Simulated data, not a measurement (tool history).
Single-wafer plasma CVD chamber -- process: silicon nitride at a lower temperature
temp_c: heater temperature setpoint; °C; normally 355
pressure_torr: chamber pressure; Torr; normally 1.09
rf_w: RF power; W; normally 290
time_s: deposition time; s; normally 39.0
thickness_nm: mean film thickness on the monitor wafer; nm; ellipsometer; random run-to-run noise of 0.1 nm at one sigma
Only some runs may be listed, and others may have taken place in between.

run	hour	temp_c	pressure_torr	rf_w	time_s	read-back reference wafer on the same gauge, thickness_nm	thickness_nm
1	0.0	348	1.09	290	39.0	39.702	38.770
2	60.1	348	1.09	290	39.0	39.695	38.509
# hour 94.9: RF generator calibrated
3	99.2	348	1.09	290	39.0	39.715	38.838
4	130.0	355	1.09	290	42.9	39.712	42.545
# hour 176.7: gauge calibrated
# hour 198.2: capacitance manometer re-zeroed and calibrated
5	198.7	355	1.09	290	39.0	39.705	38.459
6	265.0	348	1.09	290	39.0	39.704	38.885
7	298.2	360	1.24	290	31.9	39.675	33.640
8	368.7	345	1.30	290	34.6	39.709	37.250
9	400.1	355	1.09	245	39.0	39.726	33.709
10	435.8	368	0.85	290	39.0	39.721	32.902
11	505.5	355	1.09	290	39.0	39.670	38.667
12	551.5	355	0.90	250	43.3	39.716	34.379
13	593.5	355	1.27	290	39.0	39.701	41.460
14	626.1	355	1.09	335	39.0	39.719	42.850
15	679.3	355	0.84	240	39.0	39.671	28.512
16	707.4	345	1.09	290	39.0	39.748	38.781
17	770.4	355	1.09	290	39.0	39.681	38.568
18	797.1	345	1.09	290	39.0	39.694	38.812
# hour 868.5: thermocouple changed; heater temperature recalibrated
19	869.0	355	1.01	340	39.0	39.705	41.928
20	891.4	355	1.09	260	39.0	39.652	35.601
# hour 932.6: showerhead replaced
21	960.8	355	1.09	305	39.0	39.721	39.971
22	1006.7	355	1.09	290	39.0	39.646	38.508
23	1074.2	355	1.09	290	39.0	39.726	38.690
24	1130.7	355	1.09	240	39.0	39.674	33.472
25	1185.2	355	1.09	290	39.0	39.647	38.474
# hour 1204.7: RF generator calibrated
26	1397.0	367	1.24	290	36.9	39.733	38.653
27	1427.6	368	1.27	320	34.4	39.678	39.150
28	1479.5	355	1.09	320	39.0	39.730	41.632
29	1528.0	360	1.18	290	33.3	39.627	34.040

What the log doesn't show, run by run:
wafer temperature above the value expected at the setpoint (K): 0 at every run
delivered RF power above the setpoint (%): 0 at every run
true pressure above the setpoint (%): 0 at every run
gauge reads high (%): 0 at every run
